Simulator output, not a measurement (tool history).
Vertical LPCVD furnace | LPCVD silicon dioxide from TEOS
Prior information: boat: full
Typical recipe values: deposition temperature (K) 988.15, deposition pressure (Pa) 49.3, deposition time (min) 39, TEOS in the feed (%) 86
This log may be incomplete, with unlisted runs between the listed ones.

run,hour,deposition temperature (K),deposition pressure (Pa),deposition time (min),TEOS in the feed (%),wafers since the last listed run,hours since the last temperature calibration,hours since the pressure gauge was zeroed,hours since the TEOS flow controller was replaced,hours since the gauge calibration,"read-back reference wafer on the same gauge, thickness",film thickness on the monitor wafer in the middle of the boat (angstrom)
1,0,980.15,49.3,39,86,0,2786.6,4385.7,3911,1111.5,514.74,4582.7
2,78.4,988.15,49.3,39,86,1012,2865,4464.1,3989.4,1189.9,515.75,5478.5
3,142.1,988.15,52,39,86,822,2928.7,4527.8,4053.1,1253.6,516.09,5626.4
4,191.2,988.15,52,39,86,633,2977.8,4576.9,4102.2,1302.7,515.83,5621.2
5,256.2,988.15,52,39,86,839,3042.8,4641.9,4167.2,1367.7,515.78,5643.7
6,360.6,988.15,49.3,39,86,1347,3147.2,4746.3,4271.6,1472.1,515.41,5417.8
7,439.3,988.15,49.3,39,86,1015,3225.9,4825,4350.3,1550.8,515.89,5497.3
8,479.4,988.15,49.3,39,86,517,3266,4865.1,4390.4,1590.9,516.58,5505
# hour 578.1: thermocouples replaced and temperature profile calibrated
9,578.6,988.15,49.3,39,86,970,0.5,4964.3,4489.6,1690.1,515.85,5653.3
10,659.7,988.15,46,32.5,86,1046,81.6,5045.4,4570.7,1771.2,516.17,4577.9
11,751.9,988.15,49.3,39,86,1190,173.8,5137.6,4662.9,1863.4,517.08,5719.3
12,825.7,988.15,49.3,39,86,952,247.6,5211.4,4736.7,1937.2,515.56,5726.5
# hour 932.4: pressure gauge zeroed
13,969.5,988.15,49.3,39,86,1546,391.4,37.1,4880.5,2081,516.76,5770.2
14,1043.5,988.15,55.3,32,86,955,465.4,111.1,4954.5,2155,515.78,4980.5
# hour 1071.3: gauge calibrated
# hour 1078: thermocouples replaced and temperature profile calibrated, repeated, since the last time left the tool worse
# hour 1082.8: TEOS flow controller replaced
15,1090.9,988.15,49.3,39,86,240,12.9,158.5,8.1,19.6,517.45,5248.1
16,1164.5,988.15,49.3,39,86,950,86.5,232.1,81.7,93.2,516.74,5264.6
17,1216,988.15,49.3,39,86,664,138,283.6,133.2,144.7,515.07,5258.9
18,1292.8,985.15,41.3,39,86,991,214.8,360.4,210,221.5,516.18,4479.2
19,1359,992.15,49.3,39,80,854,281,426.6,276.2,287.7,515.9,5578.2
20,1444.6,988.15,46,43,80,1104,366.6,512.2,361.8,373.3,516.36,5440.2
21,1527.3,980.15,49.3,30,70,1067,449.3,594.9,444.5,456,516.27,3076.6
22,1603.1,988.15,49.3,47,86,978,525.1,670.7,520.3,531.8,515.32,6482.4
23,1684.4,988.15,42,30.5,76,1049,606.4,752,601.6,613.1,516.23,3587.8
24,1784.4,998.15,42.7,49,97,1290,706.4,852,701.6,713.1,516.13,8289.4
25,1856.3,988.15,49.3,39,86,928,778.3,923.9,773.5,785,515.37,5362.9
26,1905.6,984.15,54,39,86,636,827.6,973.2,822.8,834.3,515.09,5184.4
27,1952.8,978.15,49.3,39,86,609,874.8,1020.4,870,881.5,515.69,4269.8
28,2057.2,988.15,49.3,39,86,1347,979.2,1124.8,974.4,985.9,516.76,5325.2
29,2102.5,988.15,46,43,80,584,1024.5,1170.1,1019.7,1031.2,516.04,5513.3
30,2167.9,988.15,49.3,39,86,844,1089.9,1235.5,1085.1,1096.6,515.85,5390
31,2225.5,988.15,37.3,39,97,743,1147.5,1293.1,1142.7,1154.2,516.01,4995.2

Consider 4 possible next runs. They are alternatives, not a sequence: every one starts from the tool as it was left by run 31. What does each give?
A,2229.7,988.15,49.3,39,86,54,1151.7,1297.3,1146.9,1158.4,?,?
B,2229.7,988.15,55.3,39,92,54,1151.7,1297.3,1146.9,1158.4,?,?
C,2229.7,982.15,49.3,39,75,54,1151.7,1297.3,1146.9,1158.4,?,?
D,2229.7,988.15,57.3,39,86,54,1151.7,1297.3,1146.9,1158.4,?,?

run,"read-back reference wafer on the same gauge, thickness",film thickness on the monitor wafer in the middle of the boat (angstrom)
A,516.46,5362.2
B,516.46,5873.7
C,516.46,4372.1
D,516.46,5780.7
Had the tool no hidden state, the same runs would have come out as:
run,film thickness on the monitor wafer in the middle of the boat (angstrom)
A,5175.2
B,5668.9
C,4217.8
D,5579.1
